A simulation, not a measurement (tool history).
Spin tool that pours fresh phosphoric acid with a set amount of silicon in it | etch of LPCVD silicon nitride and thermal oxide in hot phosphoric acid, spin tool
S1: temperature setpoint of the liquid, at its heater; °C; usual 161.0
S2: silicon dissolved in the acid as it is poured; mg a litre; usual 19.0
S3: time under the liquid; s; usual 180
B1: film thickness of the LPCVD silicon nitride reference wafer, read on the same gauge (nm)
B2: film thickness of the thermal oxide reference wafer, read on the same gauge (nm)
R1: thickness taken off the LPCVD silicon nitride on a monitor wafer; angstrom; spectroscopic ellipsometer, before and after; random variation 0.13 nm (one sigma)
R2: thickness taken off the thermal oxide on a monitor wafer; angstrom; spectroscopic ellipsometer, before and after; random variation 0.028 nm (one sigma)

run 1 hour=0.0 | S1=161.0 S2=19.0 S3=150 | B1=109.97 B2=149.990 | R1=135.8 R2=1.85
run 2 hour=11.5 | S1=161.0 S2=19.0 S3=150 | B1=110.00 B2=149.982 | R1=135.7 R2=2.27
run 3 hour=27.1 | S1=161.0 S2=19.0 S3=150 | B1=109.99 B2=149.965 | R1=134.2 R2=2.58
-- hour=28.0 gauge calibrated
run 4 hour=37.7 | S1=161.0 S2=19.0 S3=180 | B1=110.00 B2=149.999 | R1=163.4 R2=2.47
run 5 hour=47.6 | S1=161.0 S2=19.0 S3=180 | B1=110.00 B2=150.009 | R1=162.4 R2=2.49
run 6 hour=56.0 | S1=162.5 S2=19.0 S3=180 | B1=109.97 B2=149.969 | R1=167.9 R2=2.95
run 7 hour=68.7 | S1=162.5 S2=19.0 S3=180 | B1=109.96 B2=149.986 | R1=170.9 R2=3.21
run 8 hour=86.0 | S1=161.0 S2=30.0 S3=180 | B1=109.97 B2=149.991 | R1=161.8 R2=1.75
run 9 hour=94.7 | S1=161.0 S2=30.0 S3=180 | B1=110.03 B2=149.993 | R1=160.5 R2=1.66
run 10 hour=112.1 | S1=161.0 S2=30.0 S3=180 | B1=109.99 B2=150.042 | R1=163.4 R2=1.72
run 11 hour=118.6 | S1=161.0 S2=19.0 S3=140 | B1=110.00 B2=150.002 | R1=123.9 R2=2.07
run 12 hour=132.4 | S1=159.0 S2=26.5 S3=260 | B1=110.02 B2=149.971 | R1=215.9 R2=2.61
-- hour=137.1 dissolved silicon flow meter replaced
run 13 hour=142.8 | S1=162.5 S2=4.5 S3=285 | B1=110.02 B2=150.014 | R1=264.6 R2=5.99
run 14 hour=153.3 | S1=163.0 S2=19.0 S3=180 | B1=110.01 B2=150.002 | R1=174.0 R2=3.00
run 15 hour=161.6 | S1=161.0 S2=30.0 S3=180 | B1=109.99 B2=149.974 | R1=159.5 R2=1.93
-- hour=167.9 thermometer replaced
-- hour=171.3 heated supply line repaired
run 16 hour=171.8 | S1=161.0 S2=9.0 S3=180 | B1=110.02 B2=150.032 | R1=178.8 R2=4.07
-- hour=199.0 gauge calibrated
run 17 hour=201.4 | S1=160.0 S2=28.5 S3=180 | B1=110.00 B2=149.968 | R1=172.5 R2=2.45
run 18 hour=219.2 | S1=162.0 S2=11.0 S3=110 | B1=109.95 B2=149.976 | R1=112.2 R2=2.42
run 19 hour=228.1 | S1=159.5 S2=26.5 S3=210 | B1=110.01 B2=149.992 | R1=196.6 R2=2.82

The next listed run, before its measurement:
run 20 hour=243.9 | S1=161.0 S2=13.0 S3=75 | B1=? B2=? | R1=? R2=?

Run 20 gave B1 110.00, B2 149.988, R1 74.3 angstrom, R2 1.86 angstrom.
Without the tool's hidden state the same run would have given R1 76.4 angstrom, R2 1.98 angstrom.
